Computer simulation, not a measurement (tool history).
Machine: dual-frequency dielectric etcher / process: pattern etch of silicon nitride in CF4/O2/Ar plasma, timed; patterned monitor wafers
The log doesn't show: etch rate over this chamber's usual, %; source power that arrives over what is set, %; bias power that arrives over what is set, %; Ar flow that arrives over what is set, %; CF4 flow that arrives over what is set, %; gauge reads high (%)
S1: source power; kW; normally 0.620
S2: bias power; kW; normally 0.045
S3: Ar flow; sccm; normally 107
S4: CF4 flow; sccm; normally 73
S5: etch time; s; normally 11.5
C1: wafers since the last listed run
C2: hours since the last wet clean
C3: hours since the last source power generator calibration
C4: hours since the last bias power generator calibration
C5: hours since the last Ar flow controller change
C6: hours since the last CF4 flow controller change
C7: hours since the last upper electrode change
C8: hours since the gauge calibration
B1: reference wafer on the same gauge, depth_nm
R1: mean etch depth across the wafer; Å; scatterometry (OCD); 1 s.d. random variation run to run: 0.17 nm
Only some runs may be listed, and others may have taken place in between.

Run 1, hour 0.0: usual settings but S4 82 sccm; C1 0; C2 245.2; C3 1396.2; C4 3784.5; C5 1555.7; C6 2294.5; C7 3853.3; C8 126.9; B1 22.79. Result: R1 250.7 Å.
Run 2, hour 20.1: usual settings but S4 82 sccm; C1 304; C2 265.3; C3 1416.3; C4 3804.6; C5 1575.8; C6 2314.6; C7 3873.4; C8 147.0; B1 22.82. Result: R1 251.1 Å.
Run 3, hour 53.3: usual settings but S2 0.048 kW, S5 13.5 s; C1 503; C2 298.5; C3 1449.5; C4 3837.8; C5 1609.0; C6 2347.8; C7 3906.6; C8 180.2; B1 22.79. Result: R1 296.3 Å.
Run 4, hour 73.4: usual settings but S2 0.048 kW, S5 13.5 s; C1 304; C2 318.6; C3 1469.6; C4 3857.9; C5 1629.1; C6 2367.9; C7 3926.7; C8 200.3; B1 22.81. Result: R1 295.3 Å.
At hour 108.3: wet clean of the chamber.
At hour 111.9: Ar flow controller replaced.
Run 5, hour 112.4: usual settings but S2 0.048 kW, S5 13.5 s; C1 171; C2 4.1; C3 1508.6; C4 3896.9; C5 0.5; C6 2406.9; C7 3965.7; C8 239.3; B1 22.80. Result: R1 297.5 Å.
Run 6, hour 129.1: usual settings but S4 60 sccm; C1 253; C2 20.8; C3 1525.3; C4 3913.6; C5 17.2; C6 2423.6; C7 3982.4; C8 256.0; B1 22.83. Result: R1 240.5 Å.
At hour 150.9: CF4 flow controller replaced.
Run 7, hour 162.9: usual settings but S4 60 sccm; C1 421; C2 54.6; C3 1559.1; C4 3947.4; C5 51.0; C6 12.0; C7 4016.2; C8 289.8; B1 22.80. Result: R1 240.4 Å.
Run 8, hour 192.4: usual settings but S4 87 sccm, S5 9.5 s; C1 447; C2 84.1; C3 1588.6; C4 3976.9; C5 80.5; C6 41.5; C7 4045.7; C8 319.3; B1 22.80. Result: R1 209.4 Å.
At hour 224.6: bias power generator calibrated.
At hour 224.7: upper electrode replaced.
Run 9, hour 225.2: usual settings but S1 0.480 kW, S5 14.0 s; C1 435; C2 116.9; C3 1621.4; C4 0.6; C5 113.3; C6 74.3; C7 0.5; C8 352.1; B1 22.81. Result: R1 253.9 Å.
At hour 235.2: source power generator calibrated.
Run 10, hour 237.3: usual settings; C1 122; C2 129.0; C3 2.1; C4 12.7; C5 125.4; C6 86.4; C7 12.6; C8 364.2; B1 22.77. Result: R1 250.0 Å.
Run 11, hour 266.6: usual settings; C1 444; C2 158.3; C3 31.4; C4 42.0; C5 154.7; C6 115.7; C7 41.9; C8 393.5; B1 22.82. Result: R1 247.4 Å.
At hour 285.1: gauge calibrated.
Run 12, hour 291.7: usual settings but S2 0.054 kW, S4 66 sccm, S5 10.0 s; C1 380; C2 183.4; C3 56.5; C4 67.1; C5 179.8; C6 140.8; C7 67.0; C8 6.6; B1 22.84. Result: R1 232.0 Å.
Run 13, hour 306.8: usual settings but S3 131 sccm; C1 228; C2 198.5; C3 71.6; C4 82.2; C5 194.9; C6 155.9; C7 82.1; C8 21.7; B1 22.81. Result: R1 240.7 Å.
Run 14, hour 338.4: usual settings but S2 0.048 kW, S5 13.5 s; C1 478; C2 230.1; C3 103.2; C4 113.8; C5 226.5; C6 187.5; C7 113.7; C8 53.3; B1 22.81. Result: R1 299.3 Å.
Run 15, hour 359.1: usual settings but S4 84 sccm; C1 313; C2 250.8; C3 123.9; C4 134.5; C5 247.2; C6 208.2; C7 134.4; C8 74.0; B1 22.78. Result: R1 250.9 Å.

4 options for the next run, each taken on its own from the tool as it stands now. Forecast them:
Run A, hour 359.5: usual settings; C1 6; C2 251.2; C3 124.3; C4 134.9; C5 247.6; C6 208.6; C7 134.8; C8 74.4; B1 ?. Result: R1 ?.
Run B, hour 359.5: usual settings but S3 99 sccm, S4 83 sccm; C1 6; C2 251.2; C3 124.3; C4 134.9; C5 247.6; C6 208.6; C7 134.8; C8 74.4; B1 ?. Result: R1 ?.
Run C, hour 359.5: usual settings but S5 13.5 s; C1 6; C2 251.2; C3 124.3; C4 134.9; C5 247.6; C6 208.6; C7 134.8; C8 74.4; B1 ?. Result: R1 ?.
Run D, hour 359.5: usual settings but S2 0.037 kW, S4 84 sccm, S5 14.0 s; C1 6; C2 251.2; C3 124.3; C4 134.9; C5 247.6; C6 208.6; C7 134.8; C8 74.4; B1 ?. Result: R1 ?.

run     B1     R1
  A  22.78  247.5
  B  22.78  254.2
  C  22.78  290.5
  D  22.78  279.5
Take away the tool's hidden state, keep each run's random variation, and the runs would have read:
run     R1
  A  247.5
  B  254.2
  C  290.5
  D  279.5
